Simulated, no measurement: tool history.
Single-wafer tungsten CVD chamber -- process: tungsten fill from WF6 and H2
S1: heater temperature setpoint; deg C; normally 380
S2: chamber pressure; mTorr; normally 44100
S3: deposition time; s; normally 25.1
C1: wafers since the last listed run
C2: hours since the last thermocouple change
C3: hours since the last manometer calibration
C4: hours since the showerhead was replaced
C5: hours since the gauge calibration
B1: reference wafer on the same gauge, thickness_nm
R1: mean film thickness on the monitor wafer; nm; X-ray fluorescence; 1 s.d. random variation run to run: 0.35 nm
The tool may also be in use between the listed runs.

| run | day | S1 | S2 | S3 | C1 | C2 | C3 | C4 | C5 | B1 | R1 |
|---|---|---|---|---|---|---|---|---|---|---|---|
| 1 | 0.000 | 380 | 44100 | 25.1 | 0 | 1403.3 | 1597.7 | 5347.2 | 100.8 | 54.888 | 67.988 |
| 2 | 1.188 | 380 | 44100 | 25.1 | 658 | 1431.8 | 1626.2 | 5375.7 | 129.3 | 54.959 | 67.900 |
| 3 | 1.888 | 380 | 44100 | 25.1 | 387 | 1448.6 | 1643.0 | 5392.5 | 146.1 | 54.924 | 68.127 |
| 4 | 2.479 | 380 | 44100 | 25.1 | 327 | 1462.8 | 1657.2 | 5406.7 | 160.3 | 54.908 | 67.763 |
| 5 | 3.600 | 380 | 44100 | 25.1 | 621 | 1489.7 | 1684.1 | 5433.6 | 187.2 | 54.874 | 67.350 |
| 6 | 4.171 | 380 | 44100 | 25.1 | 316 | 1503.4 | 1697.8 | 5447.3 | 200.9 | 54.902 | 67.492 |
| 7 | 5.429 | 380 | 44100 | 25.1 | 697 | 1533.6 | 1728.0 | 5477.5 | 231.1 | 54.866 | 67.756 |
| 8 | 6.467 | 380 | 44100 | 25.1 | 574 | 1558.5 | 1752.9 | 5502.4 | 256.0 | 54.876 | 67.532 |
| 9 | 7.817 | 371 | 44100 | 25.1 | 748 | 1590.9 | 1785.3 | 5534.8 | 288.4 | 54.822 | 56.189 |
| 10 | 8.475 | 371 | 44100 | 25.1 | 364 | 1606.7 | 1801.1 | 5550.6 | 304.2 | 54.905 | 56.446 |
| 11 | 8.983 | 371 | 44100 | 25.1 | 281 | 1618.9 | 1813.3 | 5562.8 | 316.4 | 54.842 | 57.239 |
| 12 | 9.775 | 385 | 44100 | 25.1 | 438 | 1637.9 | 1832.3 | 5581.8 | 335.4 | 54.955 | 74.870 |
|  | 10.283 | capacitance manometer re-zeroed and calibrated |
| 13 | 10.621 | 380 | 44100 | 25.1 | 284 | 1658.2 | 8.1 | 5602.1 | 355.7 | 54.810 | 67.717 |
| 14 | 11.633 | 380 | 44100 | 25.1 | 561 | 1682.5 | 32.4 | 5626.4 | 380.0 | 54.925 | 68.487 |
| 15 | 12.262 | 395 | 52200 | 30.0 | 348 | 1697.6 | 47.5 | 5641.5 | 395.1 | 54.820 | 117.257 |
|  | 13.579 | showerhead replaced, of another model than before |
| 16 | 13.600 | 380 | 50000 | 25.1 | 556 | 1729.7 | 79.6 | 0.5 | 427.2 | 54.952 | 70.446 |

Run 17 has not been measured yet. What should we expect?
|  | 13.975 | thermocouple changed; heater temperature recalibrated |
| 17 | 14.871 | 388 | 38100 | 22.1 | 519 | 21.5 | 110.1 | 31.0 | 457.7 | ? | ? |

{"run 17": {"B1": 54.795, "R1": 60.792}}
Take away the tool's hidden state, keep the run-to-run variation as it was, and the same run would have given R1 59.739 nm.

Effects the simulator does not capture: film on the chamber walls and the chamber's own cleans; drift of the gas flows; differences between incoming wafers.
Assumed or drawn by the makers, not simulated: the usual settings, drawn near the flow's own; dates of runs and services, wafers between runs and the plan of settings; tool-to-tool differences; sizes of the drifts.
